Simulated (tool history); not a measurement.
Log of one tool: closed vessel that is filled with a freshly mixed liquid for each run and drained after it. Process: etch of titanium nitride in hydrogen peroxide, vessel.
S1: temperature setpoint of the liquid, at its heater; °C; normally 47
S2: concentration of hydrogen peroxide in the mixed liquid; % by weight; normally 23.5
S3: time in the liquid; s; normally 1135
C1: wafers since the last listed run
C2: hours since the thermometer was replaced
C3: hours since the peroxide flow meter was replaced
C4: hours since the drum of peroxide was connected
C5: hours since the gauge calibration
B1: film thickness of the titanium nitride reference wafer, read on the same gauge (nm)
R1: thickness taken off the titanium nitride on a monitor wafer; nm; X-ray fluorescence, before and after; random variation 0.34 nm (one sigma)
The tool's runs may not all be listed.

| run | hour | S1 | S2 | S3 | C1 | C2 | C3 | C4 | C5 | B1 | R1 |
|---|---|---|---|---|---|---|---|---|---|---|---|
| 1 | 0 | 47 | 23.5 | 1135 | 0 | 1253.7 | 515.5 | 0.5 | 577.6 | 30 | 47.55 |
|  | 21.8 | peroxide flow meter replaced |
| 2 | 38.9 | 47 | 23.5 | 1135 | 1471 | 1292.6 | 17.1 | 39.4 | 616.5 | 29.99 | 48.09 |
| 3 | 167.4 | 47 | 23.5 | 1135 | 4988 | 1421.1 | 145.6 | 167.9 | 745 | 30 | 48.03 |
| 4 | 207.5 | 52.5 | 23.5 | 1135 | 1556 | 1461.2 | 185.7 | 208 | 785.1 | 30.01 | 70.36 |
| 5 | 243.7 | 52.5 | 23.5 | 1135 | 1405 | 1497.4 | 221.9 | 244.2 | 821.3 | 30.03 | 70.65 |
| 6 | 379.2 | 52.5 | 23.5 | 1135 | 5260 | 1632.9 | 357.4 | 379.7 | 956.8 | 30.02 | 71.08 |
| 7 | 444.5 | 47 | 23.5 | 1135 | 2535 | 1698.2 | 422.7 | 445 | 1022.1 | 29.98 | 47.13 |
| 8 | 484.5 | 47 | 23.5 | 1135 | 1552 | 1738.2 | 462.7 | 485 | 1062.1 | 29.98 | 47.49 |
| 9 | 524.3 | 47 | 23.5 | 1135 | 1545 | 1778 | 502.5 | 524.8 | 1101.9 | 30.03 | 47.58 |
| 10 | 561.5 | 47 | 23.5 | 1135 | 1444 | 1815.2 | 539.7 | 562 | 1139.1 | 29.99 | 47.22 |
| 11 | 617.2 | 47 | 23.5 | 1135 | 2162 | 1870.9 | 595.4 | 617.7 | 1194.8 | 30.01 | 47.29 |
|  | 622.1 | peroxide flow meter replaced |
| 12 | 674.3 | 47 | 25.5 | 1135 | 2177 | 1928 | 52.2 | 674.8 | 1251.9 | 30 | 47.91 |
| 13 | 728.1 | 47 | 23.5 | 1135 | 2088 | 1981.8 | 106 | 728.6 | 1305.7 | 29.99 | 47.11 |
| 14 | 763.1 | 47 | 23.5 | 1135 | 1358 | 2016.8 | 141 | 763.6 | 1340.7 | 30.02 | 46.99 |
|  | 808.4 | new drum of peroxide connected |
| 15 | 811.4 | 51 | 25.5 | 1135 | 1836 | 2065.1 | 189.3 | 3 | 1389 | 30 | 63.26 |
|  | 827.1 | thermometer replaced |
| 16 | 843.4 | 47 | 23.5 | 1135 | 1203 | 16.3 | 221.3 | 35 | 1421 | 30.03 | 46.73 |
| 17 | 948.5 | 47 | 23.5 | 1345 | 4080 | 121.4 | 326.4 | 140.1 | 1526.1 | 30.01 | 54.75 |
|  | 1065 | peroxide flow meter replaced, repeated, since the last time left the tool worse |
| 18 | 1076.8 | 47 | 26 | 1435 | 4942 | 249.7 | 11.8 | 268.4 | 1654.4 | 30.01 | 61.74 |
| 19 | 1119.8 | 47 | 23.5 | 1135 | 1669 | 292.7 | 54.8 | 311.4 | 1697.4 | 30.03 | 47.91 |
| 20 | 1151.7 | 47 | 23.5 | 1135 | 1238 | 324.6 | 86.7 | 343.3 | 1729.3 | 30.01 | 47.59 |
|  | 1184.1 | gauge calibrated |
| 21 | 1190.7 | 41 | 29 | 1345 | 1514 | 363.6 | 125.7 | 382.3 | 6.6 | 30 | 38.06 |
| 22 | 1239 | 47 | 23.5 | 1135 | 1875 | 411.9 | 174 | 430.6 | 54.9 | 30.03 | 47.82 |
| 23 | 1279.2 | 50 | 21.5 | 1135 | 1560 | 452.1 | 214.2 | 470.8 | 95.1 | 30.03 | 57.67 |
| 24 | 1349.9 | 54.5 | 29.5 | 765 | 2744 | 522.8 | 284.9 | 541.5 | 165.8 | 29.97 | 56.9 |
| 25 | 1416.4 | 42.5 | 23.5 | 1365 | 2581 | 589.3 | 351.4 | 608 | 232.3 | 29.98 | 41.55 |
| 26 | 1466.9 | 47 | 30 | 1135 | 1960 | 639.8 | 401.9 | 658.5 | 282.8 | 29.99 | 50.3 |
|  | 1580.9 | peroxide flow meter replaced |
| 27 | 1581.4 | 51 | 25.5 | 1135 | 4406 | 754.3 | 0.5 | 773 | 397.3 | 30 | 64.88 |
| 28 | 1608.4 | 47 | 23.5 | 725 | 1048 | 781.3 | 27.5 | 800 | 424.3 | 30.02 | 30.55 |
|  | 1628.7 | new drum of peroxide connected |
| 29 | 1635.3 | 47 | 23.5 | 1425 | 1005 | 808.2 | 54.4 | 6.6 | 451.2 | 30.01 | 60.33 |

Hidden state, per run?
liquid hotter than its thermometer reads (K): 0 in every run
peroxide weaker than its label (%): 0 in every run
gauge reads high (%): 0 in every run
H1: peroxide flow below the setpoint (%)
| run | H1 |
|---|---|
| 1 | 5.95 |
| 2 | 0.702 |
| 3 | 2.13 |
| 4 | 2.58 |
| 5 | 2.98 |
| 6 | 4.48 |
| 7 | 5.21 |
| 8 | 5.65 |
| 9 | 6.1 |
| 10 | 6.51 |
| 11 | 7.13 |
| 12 | 11.3 |
| 13 | 11.9 |
| 14 | 12.3 |
| 15 | 12.8 |
| 16 | 13.2 |
| 17 | 14.4 |
| 18 | 0.456 |
| 19 | 0.934 |
| 20 | 1.29 |
| 21 | 1.72 |
| 22 | 2.26 |
| 23 | 2.71 |
| 24 | 3.49 |
| 25 | 4.23 |
| 26 | 4.79 |
| 27 | 0.215 |
| 28 | 0.515 |
| 29 | 0.814 |
